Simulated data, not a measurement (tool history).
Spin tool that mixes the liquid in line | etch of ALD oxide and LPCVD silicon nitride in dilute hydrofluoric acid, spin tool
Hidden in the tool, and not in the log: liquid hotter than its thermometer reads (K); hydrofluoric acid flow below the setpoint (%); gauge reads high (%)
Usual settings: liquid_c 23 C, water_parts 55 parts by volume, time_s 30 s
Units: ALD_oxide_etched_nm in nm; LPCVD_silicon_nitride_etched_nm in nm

run    hour  liquid_c  water_parts  time_s  wafers since the last listed run  hours since the thermometer was replaced  hours since the hydrofluoric acid flow meter was replaced  hours since the gauge calibration  read-back film thickness of the ALD oxide reference wafer, read on the same gauge (nm)  read-back film thickness of the LPCVD silicon nitride reference wafer, read on the same gauge (nm)  ALD_oxide_etched_nm  LPCVD_silicon_nitride_etched_nm
  1       0      21.5           55      45                                 0                                    1797.9                                                      369.7                             1192.8                                                                                   88.37                                                                                              29.465                 8.07                            0.303
  2    50.2      21.5           55      45                               527                                    1848.1                                                      419.9                               1243                                                                                   88.34                                                                                              29.433                 8.05                             0.29
  3   146.1        23           55      30                              1007                                      1944                                                      515.8                             1338.9                                                                                   88.31                                                                                              29.437                 5.73                            0.287
  4   249.4        23           55      30                              1085                                    2047.3                                                      619.1                             1442.2                                                                                   88.28                                                                                              29.428                 5.71                            0.189
      351.8  -- hydrofluoric acid flow meter replaced
  5   356.3      20.5           55      30                              1112                                    2154.2                                                        4.5                             1549.1                                                                                   88.24                                                                                              29.423                 5.16                            0.183
  6   485.2        19           45      15                              1354                                    2283.1                                                      133.4                               1678                                                                                   88.22                                                                                              29.447                 2.99                            0.107
      520.6  -- gauge calibrated
      531.1  -- thermometer replaced
  7   571.8      20.5           55      50                               899                                      40.7                                                        220                               51.2                                                                                   89.85                                                                                              29.927                 8.81                            0.339
  8   628.7        23           55      30                               597                                      97.6                                                      276.9                              108.1                                                                                   89.64                                                                                              29.845                 5.83                            0.241
  9   684.1        23           55      30                               582                                       153                                                      332.3                              163.5                                                                                   89.51                                                                                              29.835                 5.83                            0.279
 10   733.8        23           40      15                               522                                     202.7                                                        382                              213.2                                                                                   89.38                                                                                              29.821                 4.07                            0.176
 11   810.5        23           30      30                               805                                     279.4                                                      458.7                              289.9                                                                                   89.18                                                                                              29.733                10.93                            0.434
 12   871.1        23           55      30                               636                                       340                                                      519.3                              350.5                                                                                   89.07                                                                                              29.717                  5.8                            0.213
 13   970.9        28           55      35                              1048                                     439.8                                                      619.1                              450.3                                                                                   88.89                                                                                              29.591                 8.26                            0.287
 14  1074.8        23           55      30                              1091                                     543.7                                                        723                              554.2                                                                                   88.72                                                                                              29.583                 5.76                            0.219
     1113.4  -- hydrofluoric acid flow meter replaced
 15  1133.7        23           55      30                               608                                     602.6                                                       20.3                              613.1                                                                                   88.65                                                                                              29.562                 5.78                            0.202
 16  1218.5        18           40      30                               891                                     687.4                                                      105.1                              697.9                                                                                   88.53                                                                                              29.543                 6.53                            0.209
 17  1289.7        27           55      45                               748                                     758.6                                                      176.3                              769.1                                                                                   88.49                                                                                              29.469                10.13                            0.394
 18  1394.6      27.5           55      15                              1102                                     863.5                                                      281.2                                874                                                                                   88.37                                                                                              29.426                 3.43                            0.162
 19  1469.9        23           55      30                               791                                     938.8                                                      356.5                              949.3                                                                                   88.32                                                                                              29.453                 5.71                            0.264
 20  1544.7        23           35      35                               785                                    1013.6                                                      431.3                             1024.1                                                                                   88.25                                                                                              29.438                10.83                            0.436
 21  1628.1      27.5           30      30                               876                                      1097                                                      514.7                             1107.5                                                                                   88.25                                                                                              29.419                13.09                            0.592
 22    1714        23           55      30                               902                                    1182.9                                                      600.6                             1193.4                                                                                   88.19                                                                                              29.411                 5.73                            0.234
 23    1798      20.5           55      30                               882                                    1266.9                                                      684.6                             1277.4                                                                                   88.16                                                                                              29.331                 5.16                            0.212
 24    1844        23           55      15                               483                                    1312.9                                                      730.6                             1323.4                                                                                   88.15                                                                                              29.399                 2.85                            0.134
     1937.9  -- hydrofluoric acid flow meter replaced
 25  1951.5        23           40      50                              1119                                    1420.4                                                       13.6                             1430.9                                                                                    88.1                                                                                              29.341                13.39                            0.532
 26  2000.2        26           55      20                               511                                    1469.1                                                       62.3                             1479.6                                                                                   88.09                                                                                              29.343                 4.31                            0.156

What the log doesn't show, run by run:
liquid hotter than its thermometer reads (K): 0 in every run
hydrofluoric acid flow below the setpoint (%): 0 in every run
H1: gauge reads high (%)
run      H1
  1   -1.82
  2   -1.84
  3   -1.88
  4   -1.92
  5   -1.95
  6   -1.98
  7  -0.183
  8  -0.385
  9  -0.562
 10  -0.707
 11  -0.907
 12   -1.05
 13   -1.25
 14   -1.42
 15   -1.51
 16   -1.61
 17   -1.69
 18   -1.79
 19   -1.85
 20   -1.91
 21   -1.96
 22      -2
 23   -2.04
 24   -2.06
 25    -2.1
 26   -2.11

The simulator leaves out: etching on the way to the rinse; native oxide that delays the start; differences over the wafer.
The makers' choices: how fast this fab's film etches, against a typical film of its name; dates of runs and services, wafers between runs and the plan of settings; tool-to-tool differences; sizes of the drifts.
